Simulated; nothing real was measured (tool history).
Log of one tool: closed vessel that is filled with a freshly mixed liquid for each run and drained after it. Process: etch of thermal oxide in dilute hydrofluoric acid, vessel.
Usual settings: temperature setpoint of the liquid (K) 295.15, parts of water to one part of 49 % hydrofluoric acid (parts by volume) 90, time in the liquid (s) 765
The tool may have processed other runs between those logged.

run,hour,temperature setpoint of the liquid (K),parts of water to one part of 49 % hydrofluoric acid (parts by volume),time in the liquid (s),"read-back film thickness of the thermal oxide reference wafer, read on the same gauge (nm)",thickness taken off the thermal oxide on a monitor wafer (angstrom)
1,0,295.15,90,765,40.02,374.6
2,29.8,295.15,90,765,39.98,365.3
3,45.5,295.15,90,765,40.02,372.9
4,58.6,297.65,90,765,39.98,405.3
5,85.6,295.15,90,765,40.01,370.4
6,118.6,295.15,90,765,40,369
7,141.1,295.15,90,765,39.98,368.3
# hour 162.8: gauge calibrated
8,170.9,295.15,90,765,40.01,370.9
9,237.4,296.15,75,765,39.99,471.8
10,260.1,296.15,75,765,40,466.7
11,274.5,295.15,90,765,39.99,370.7
12,298.6,295.15,90,765,40.02,368.6
13,312.8,293.15,90,1035,40,464.6
# hour 327.4: hydrofluoric acid flow meter replaced
14,347.1,295.15,90,535,40.01,298.4
15,359.3,299.15,80,765,40.03,577.5
16,381.1,295.15,90,335,40,188.3
17,414.7,295.15,90,765,40.01,430.9
18,448.3,295.15,75,765,39.98,529.2
# hour 452.3: thermometer replaced
19,464.1,293.65,120,365,39.98,124.9
20,480.7,291.65,125,575,40,174.8
21,512.3,295.15,90,990,40,499.9
22,525.2,295.15,135,1015,40,322
23,555.1,292.15,90,765,40,343.8
24,569.4,295.15,90,910,40.02,458.5
25,596.1,300.15,90,765,40,465.2
26,620.2,290.65,90,1200,39.98,502.1
27,633.4,295.15,90,605,40.01,301.6
28,658.6,295.15,90,765,40.02,381
29,672.4,295.15,90,765,40.01,383.5
30,690.2,296.65,110,385,40.03,164
31,716.6,295.15,90,765,39.98,382.8
32,736.4,291.65,90,950,40.03,413.4
33,761.7,295.15,90,765,40.02,384.5

Results per run with the tool's hidden condition removed, run-to-run variation unchanged:
The tool's hidden condition here consists of: liquid hotter than its thermometer reads (K); hydrofluoric acid flow below the setpoint (%); gauge reads high (%).
run,thickness taken off the thermal oxide on a monitor wafer (angstrom)
1,398
2,388.5
3,396.9
4,432.7
5,394.6
6,393.5
7,392.9
8,396.1
9,503.3
10,498.3
11,397
12,395
13,496.7
14,273.4
15,530.8
16,172.7
17,395.3
18,485
19,128
20,179.1
21,512.3
22,330.6
23,352.5
24,470.5
25,477.8
26,515.3
27,309.9
28,391.5
29,394.3
30,168.8
31,394
32,425.3
33,396

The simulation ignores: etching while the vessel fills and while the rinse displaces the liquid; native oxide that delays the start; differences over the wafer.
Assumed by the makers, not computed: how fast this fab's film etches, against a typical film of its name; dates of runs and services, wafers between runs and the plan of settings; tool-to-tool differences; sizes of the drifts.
